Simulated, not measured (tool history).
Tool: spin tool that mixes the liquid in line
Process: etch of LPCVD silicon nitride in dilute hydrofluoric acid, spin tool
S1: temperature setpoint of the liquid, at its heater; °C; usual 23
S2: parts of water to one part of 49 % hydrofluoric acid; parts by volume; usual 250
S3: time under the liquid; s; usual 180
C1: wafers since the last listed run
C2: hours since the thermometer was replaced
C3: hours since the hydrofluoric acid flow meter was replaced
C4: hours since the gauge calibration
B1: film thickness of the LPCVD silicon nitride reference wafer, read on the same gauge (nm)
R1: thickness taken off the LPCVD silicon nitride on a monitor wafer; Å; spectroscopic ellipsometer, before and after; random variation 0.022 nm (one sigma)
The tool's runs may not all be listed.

Run 1, hour 0: usual settings; C1 0; C2 1995.4; C3 2052.6; C4 430.9; B1 50.008. Result: R1 3.77 Å.
Run 2, hour 104: usual settings; C1 1058; C2 2099.4; C3 2156.6; C4 534.9; B1 49.983. Result: R1 4.38 Å.
Run 3, hour 145.6: usual settings; C1 423; C2 2141; C3 2198.2; C4 576.5; B1 50.049. Result: R1 3.76 Å.
Run 4, hour 207.5: usual settings; C1 630; C2 2202.9; C3 2260.1; C4 638.4; B1 49.986. Result: R1 4.28 Å.
Run 5, hour 269.2: usual settings; C1 628; C2 2264.6; C3 2321.8; C4 700.1; B1 49.978. Result: R1 4.18 Å.
Run 6, hour 359.5: usual settings but S2 170 parts by volume, S3 205 s; C1 919; C2 2354.9; C3 2412.1; C4 790.4; B1 50.02. Result: R1 6.06 Å.
Run 7, hour 453.6: usual settings; C1 958; C2 2449; C3 2506.2; C4 884.5; B1 50.062. Result: R1 3.8 Å.
Run 8, hour 507.6: usual settings; C1 549; C2 2503; C3 2560.2; C4 938.5; B1 49.957. Result: R1 3.98 Å.
At hour 569.9: hydrofluoric acid flow meter replaced.
Run 9, hour 602: usual settings; C1 951; C2 2597.4; C3 32.1; C4 1032.9; B1 49.955. Result: R1 3.66 Å.
Run 10, hour 670: usual settings; C1 692; C2 2665.4; C3 100.1; C4 1100.9; B1 50.001. Result: R1 3.64 Å.
Run 11, hour 735.4: usual settings; C1 665; C2 2730.8; C3 165.5; C4 1166.3; B1 49.982. Result: R1 4.01 Å.
At hour 744: thermometer replaced.
Run 12, hour 785.2: usual settings but S1 20 °C, S3 85 s; C1 496; C2 41.2; C3 215.3; C4 1216.1; B1 49.986. Result: R1 1.32 Å.
At hour 814: gauge calibrated.
Run 13, hour 833.9: usual settings but S1 21 °C, S2 135 parts by volume, S3 240 s; C1 495; C2 89.9; C3 264; C4 19.9; B1 49.969. Result: R1 8.12 Å.
Run 14, hour 929.4: usual settings but S1 25.5 °C; C1 972; C2 185.4; C3 359.5; C4 115.4; B1 50.014. Result: R1 4.31 Å.
Run 15, hour 993.8: usual settings; C1 655; C2 249.8; C3 423.9; C4 179.8; B1 50.019. Result: R1 3.65 Å.
Run 16, hour 1098.7: usual settings but S1 18.5 °C, S3 95 s; C1 1068; C2 354.7; C3 528.8; C4 284.7; B1 49.999. Result: R1 1.64 Å.
Run 17, hour 1146.3: usual settings but S1 18.5 °C, S2 160 parts by volume, S3 135 s; C1 484; C2 402.3; C3 576.4; C4 332.3; B1 49.969. Result: R1 3.56 Å.

Forecast run 18:
Run 18, hour 1229.9: usual settings; C1 851; C2 485.9; C3 660; C4 415.9; B1 ?. Result: R1 ?.

{"run 18": {"B1": 49.975, "R1": 3.95}}
Without the tool's hidden state the same run would have given R1 3.95 Å.
